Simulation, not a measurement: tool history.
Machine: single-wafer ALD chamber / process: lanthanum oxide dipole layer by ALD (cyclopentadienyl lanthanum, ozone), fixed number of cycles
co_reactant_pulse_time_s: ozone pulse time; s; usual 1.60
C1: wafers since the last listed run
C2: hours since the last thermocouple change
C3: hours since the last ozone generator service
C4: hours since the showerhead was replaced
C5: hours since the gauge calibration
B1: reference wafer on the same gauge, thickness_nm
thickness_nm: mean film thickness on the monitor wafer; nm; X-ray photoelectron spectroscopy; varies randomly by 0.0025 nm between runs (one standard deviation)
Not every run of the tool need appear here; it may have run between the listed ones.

Run 1, hour 0.0: usual settings; C1 0; C2 1208.3; C3 904.3; C4 3702.1; C5 1452.5; B1 0.454. Result: thickness_nm 0.549 nm.
Run 2, hour 97.9: usual settings; C1 1688; C2 1306.2; C3 1002.2; C4 3800.0; C5 1550.4; B1 0.454. Result: thickness_nm 0.545 nm.
Run 3, hour 167.8: usual settings; C1 1205; C2 1376.1; C3 1072.1; C4 3869.9; C5 1620.3; B1 0.454. Result: thickness_nm 0.544 nm.
Run 4, hour 243.7: usual settings; C1 1309; C2 1452.0; C3 1148.0; C4 3945.8; C5 1696.2; B1 0.454. Result: thickness_nm 0.540 nm.
At hour 269.3: gauge calibrated.
Run 5, hour 329.7: usual settings but co_reactant_pulse_time_s 1.39 s; C1 1483; C2 1538.0; C3 1234.0; C4 4031.8; C5 60.4; B1 0.454. Result: thickness_nm 0.528 nm.
Run 6, hour 384.7: usual settings; C1 948; C2 1593.0; C3 1289.0; C4 4086.8; C5 115.4; B1 0.454. Result: thickness_nm 0.541 nm.
Run 7, hour 438.9: usual settings; C1 934; C2 1647.2; C3 1343.2; C4 4141.0; C5 169.6; B1 0.455. Result: thickness_nm 0.537 nm.
Run 8, hour 506.8: usual settings; C1 1171; C2 1715.1; C3 1411.1; C4 4208.9; C5 237.5; B1 0.454. Result: thickness_nm 0.534 nm.
Run 9, hour 583.2: usual settings; C1 1317; C2 1791.5; C3 1487.5; C4 4285.3; C5 313.9; B1 0.454. Result: thickness_nm 0.532 nm.
At hour 659.2: ozone generator serviced.
Run 10, hour 680.2: usual settings; C1 1535; C2 1888.5; C3 21.0; C4 4382.3; C5 410.9; B1 0.454. Result: thickness_nm 0.491 nm.
Run 11, hour 736.4: usual settings; C1 969; C2 1944.7; C3 77.2; C4 4438.5; C5 467.1; B1 0.454. Result: thickness_nm 0.495 nm.
Run 12, hour 808.2: usual settings; C1 1238; C2 2016.5; C3 149.0; C4 4510.3; C5 538.9; B1 0.454. Result: thickness_nm 0.496 nm.
Run 13, hour 909.9: usual settings; C1 1754; C2 2118.2; C3 250.7; C4 4612.0; C5 640.6; B1 0.454. Result: thickness_nm 0.492 nm.
At hour 937.4: showerhead replaced.
Run 14, hour 995.6: usual settings; C1 1340; C2 2203.9; C3 336.4; C4 58.2; C5 726.3; B1 0.454. Result: thickness_nm 0.493 nm.
Run 15, hour 1063.3: usual settings but co_reactant_pulse_time_s 1.13 s; C1 1167; C2 2271.6; C3 404.1; C4 125.9; C5 794.0; B1 0.454. Result: thickness_nm 0.430 nm.
At hour 1125.9: ozone generator serviced, repeated, since the last time left the tool worse.
Run 16, hour 1162.2: usual settings but co_reactant_pulse_time_s 1.07 s; C1 1567; C2 2370.5; C3 36.3; C4 224.8; C5 892.9; B1 0.454. Result: thickness_nm 0.511 nm.
Run 17, hour 1268.5: usual settings but co_reactant_pulse_time_s 0.97 s; C1 1833; C2 2476.8; C3 142.6; C4 331.1; C5 999.2; B1 0.454. Result: thickness_nm 0.498 nm.
Run 18, hour 1308.7: usual settings; C1 693; C2 2517.0; C3 182.8; C4 371.3; C5 1039.4; B1 0.453. Result: thickness_nm 0.551 nm.
Run 19, hour 1394.1: usual settings; C1 1472; C2 2602.4; C3 268.2; C4 456.7; C5 1124.8; B1 0.454. Result: thickness_nm 0.551 nm.
Run 20, hour 1484.7: usual settings but co_reactant_pulse_time_s 1.02 s; C1 1562; C2 2693.0; C3 358.8; C4 547.3; C5 1215.4; B1 0.454. Result: thickness_nm 0.505 nm.
Run 21, hour 1539.1: usual settings but co_reactant_pulse_time_s 1.90 s; C1 938; C2 2747.4; C3 413.2; C4 601.7; C5 1269.8; B1 0.454. Result: thickness_nm 0.559 nm.
At hour 1607.2: thermocouple changed; heater temperature recalibrated.
Run 22, hour 1634.7: usual settings but co_reactant_pulse_time_s 1.26 s; C1 1510; C2 27.5; C3 508.8; C4 697.3; C5 1365.4; B1 0.454. Result: thickness_nm 0.528 nm.
Run 23, hour 1733.4: usual settings but co_reactant_pulse_time_s 2.11 s; C1 1702; C2 126.2; C3 607.5; C4 796.0; C5 1464.1; B1 0.454. Result: thickness_nm 0.563 nm.
Run 24, hour 1838.5: usual settings but co_reactant_pulse_time_s 2.01 s; C1 1812; C2 231.3; C3 712.6; C4 901.1; C5 1569.2; B1 0.453. Result: thickness_nm 0.563 nm.
Run 25, hour 1896.4: usual settings; C1 998; C2 289.2; C3 770.5; C4 959.0; C5 1627.1; B1 0.454. Result: thickness_nm 0.546 nm.
At hour 1897.2: gauge calibrated.
Run 26, hour 1971.0: usual settings; C1 1286; C2 363.8; C3 845.1; C4 1033.6; C5 73.8; B1 0.453. Result: thickness_nm 0.549 nm.
Run 27, hour 2015.3: usual settings but co_reactant_pulse_time_s 2.05 s; C1 764; C2 408.1; C3 889.4; C4 1077.9; C5 118.1; B1 0.454. Result: thickness_nm 0.565 nm.
Run 28, hour 2078.1: usual settings but co_reactant_pulse_time_s 1.18 s; C1 1083; C2 470.9; C3 952.2; C4 1140.7; C5 180.9; B1 0.454. Result: thickness_nm 0.510 nm.
Run 29, hour 2156.9: usual settings; C1 1359; C2 549.7; C3 1031.0; C4 1219.5; C5 259.7; B1 0.454. Result: thickness_nm 0.542 nm.
Run 30, hour 2251.9: usual settings but co_reactant_pulse_time_s 2.18 s; C1 1638; C2 644.7; C3 1126.0; C4 1314.5; C5 354.7; B1 0.454. Result: thickness_nm 0.560 nm.
At hour 2325.1: ozone generator serviced.
Run 31, hour 2325.6: usual settings but co_reactant_pulse_time_s 1.16 s; C1 1133; C2 718.4; C3 0.5; C4 1388.2; C5 428.4; B1 0.453. Result: thickness_nm 0.522 nm.
Run 32, hour 2432.0: usual settings; C1 1835; C2 824.8; C3 106.9; C4 1494.6; C5 534.8; B1 0.454. Result: thickness_nm 0.553 nm.
Run 33, hour 2501.5: usual settings; C1 1198; C2 894.3; C3 176.4; C4 1564.1; C5 604.3; B1 0.454. Result: thickness_nm 0.554 nm.

Entry by entry between the runs, the difference in hidden state between the last listed run before and the first listed run after:
Logged between run 4 and run 5: gauge calibrated (hour 269.3)
  ozone dose above that of a generator just serviced (%): -13.7 -> -15.8
  measured less the result without the state, thickness_nm: -0.012 -> -0.017 nm
Logged between run 9 and run 10: ozone generator serviced (hour 659.2)
  ozone dose above that of a generator just serviced (%): -23 -> -43.3
  measured less the result without the state, thickness_nm: -0.022 -> -0.059 nm
Logged between run 13 and run 14: showerhead replaced (hour 937.4)
  ozone dose above that of a generator just serviced (%): -43.9 -> -44.4
  measured less the result without the state, thickness_nm: -0.060 -> -0.062 nm
Logged between run 15 and run 16: ozone generator serviced, repeated, since the last time left the tool worse (hour 1125.9)
  ozone dose above that of a generator just serviced (%): -44.9 -> -1.6
  measured less the result without the state, thickness_nm: -0.088 -> -0.002 nm
Logged between run 21 and run 22: thermocouple changed; heater temperature recalibrated (hour 1607.2)
  ozone dose above that of a generator just serviced (%): -3.36 -> -4.27
  measured less the result without the state, thickness_nm: -0.002 -> -0.005 nm
Logged between run 25 and run 26: gauge calibrated (hour 1897.2)
  ozone dose above that of a generator just serviced (%): -7.74 -> -8.99
  measured less the result without the state, thickness_nm: -0.006 -> -0.007 nm
Logged between run 30 and run 31: ozone generator serviced (hour 2325.1)
  ozone dose above that of a generator just serviced (%): -14.7 -> -2.07
  measured less the result without the state, thickness_nm: -0.006 -> -0.002 nm
